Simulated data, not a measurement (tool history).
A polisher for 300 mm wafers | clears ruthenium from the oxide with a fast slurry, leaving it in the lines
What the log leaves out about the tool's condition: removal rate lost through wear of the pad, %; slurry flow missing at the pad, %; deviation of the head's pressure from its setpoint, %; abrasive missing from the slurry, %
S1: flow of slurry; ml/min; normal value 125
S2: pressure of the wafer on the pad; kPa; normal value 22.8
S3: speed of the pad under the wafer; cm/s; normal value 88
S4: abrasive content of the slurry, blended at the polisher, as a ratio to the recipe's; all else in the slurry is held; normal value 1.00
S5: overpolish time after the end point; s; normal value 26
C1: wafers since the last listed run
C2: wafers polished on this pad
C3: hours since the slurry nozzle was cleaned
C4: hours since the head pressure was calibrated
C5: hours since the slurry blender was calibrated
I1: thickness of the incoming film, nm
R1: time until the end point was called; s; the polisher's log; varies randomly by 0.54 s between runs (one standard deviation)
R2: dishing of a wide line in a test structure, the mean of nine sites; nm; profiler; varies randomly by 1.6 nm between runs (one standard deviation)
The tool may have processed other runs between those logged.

run,hour,S1,S2,S3,S4,S5,C1,C2,C3,C4,C5,I1,R1,R2
1,0.0,125,22.8,88,1.00,22,0,359,227.1,634.8,116.4,294.4,66.9,82.0
2,35.5,125,22.8,88,1.00,22,260,619,262.6,670.3,151.9,291.8,65.8,81.2
3,70.8,125,22.8,88,1.00,22,258,878,297.9,705.6,187.2,289.4,67.2,83.2
# hour 79.6: slurry blender recalibrated
4,103.4,125,22.8,88,1.00,26,224,1102,330.5,738.2,23.8,291.7,68.8,92.1
5,133.9,125,22.8,88,1.00,26,223,1325,361.0,768.7,54.3,289.3,69.9,93.3
# hour 151.0: slurry nozzle cleaned
6,167.6,125,22.8,88,1.00,26,239,1565,16.6,802.4,88.0,284.2,70.0,91.3
7,180.1,125,30.3,88,0.90,26,91,1657,29.1,814.9,100.5,291.8,63.1,100.9
# hour 198.5: worn pad replaced by a new one
8,212.2,85,22.8,88,1.00,26,205,100,61.2,847.0,132.6,293.6,75.3,87.1
9,238.7,125,22.8,88,1.00,26,194,294,87.7,873.5,159.1,289.3,64.8,93.5
10,269.9,125,26.9,88,0.85,26,228,523,118.9,904.7,190.3,287.8,65.2,95.8
# hour 284.9: slurry blender recalibrated
11,298.2,165,17.2,70,1.20,26,192,716,147.2,933.0,13.3,290.6,87.0,76.9
12,326.2,125,22.8,88,1.00,26,205,921,175.2,961.0,41.3,289.4,67.1,93.8
# hour 353.1: head pressure recalibrated
13,354.5,125,22.8,88,1.00,26,192,1113,203.5,1.4,69.6,290.4,69.0,91.2
# hour 387.3: worn pad replaced by a new one
14,388.4,125,22.8,88,0.75,26,219,8,237.4,35.3,103.5,291.5,78.4,85.9
15,415.4,125,29.0,88,1.00,26,197,206,264.4,62.3,130.5,289.0,55.8,111.9
16,440.8,125,22.8,88,1.25,26,186,392,289.8,87.7,155.9,285.9,59.0,104.5
17,456.9,125,22.8,88,1.00,12,117,510,305.9,103.8,172.0,287.8,65.0,49.1
18,480.0,125,22.8,116,1.20,26,169,679,329.0,126.9,195.1,287.7,45.7,126.4
# hour 495.7: slurry nozzle cleaned
19,504.5,125,30.3,88,1.00,31,172,851,8.8,151.4,219.6,289.7,55.6,122.4
# hour 522.8: slurry blender recalibrated
20,534.8,170,28.3,88,0.75,16,207,1059,39.1,181.7,12.0,290.2,66.4,63.8
21,547.0,125,22.8,88,1.00,40,89,1148,51.3,193.9,24.2,292.2,68.9,135.5
22,581.5,125,22.8,64,1.00,26,252,1401,85.8,228.4,58.7,290.4,97.3,69.5
23,596.0,125,22.8,88,0.70,26,106,1507,100.3,242.9,73.2,293.6,90.4,76.7
# hour 614.7: worn pad replaced by a new one
24,625.9,125,22.8,88,1.00,12,189,82,130.2,272.8,103.1,284.7,65.1,49.9
25,656.4,105,26.9,88,1.00,26,223,305,160.7,303.3,133.6,290.9,62.4,101.5
26,685.0,125,22.8,88,1.00,33,209,515,189.3,331.9,162.2,291.9,65.9,117.1
27,710.8,125,22.8,88,1.00,26,189,704,215.1,357.7,188.0,290.5,67.4,95.8
28,728.0,125,22.8,88,0.80,26,126,830,232.3,374.9,205.2,286.7,76.1,85.8

Give the tool's hidden conditions for every run:
slurry flow missing at the pad, %: 0 in every run
deviation of the head's pressure from its setpoint, %: 0 in every run
abrasive missing from the slurry, %: 0 in every run
H1: removal rate lost through wear of the pad, %
run,H1
1,0.659
2,1.4
3,2.52
4,3.91
5,5.5
6,7.6
7,8.47
8,1.35
9,1.58
10,2.12
11,2.88
12,3.87
13,5.12
14,0.73
15,0.853
16,1.18
17,1.49
18,2.07
19,2.87
20,4.12
21,4.71
22,6.61
23,7.52
24,0.866
25,1.12
26,1.62
27,2.29
28,2.85
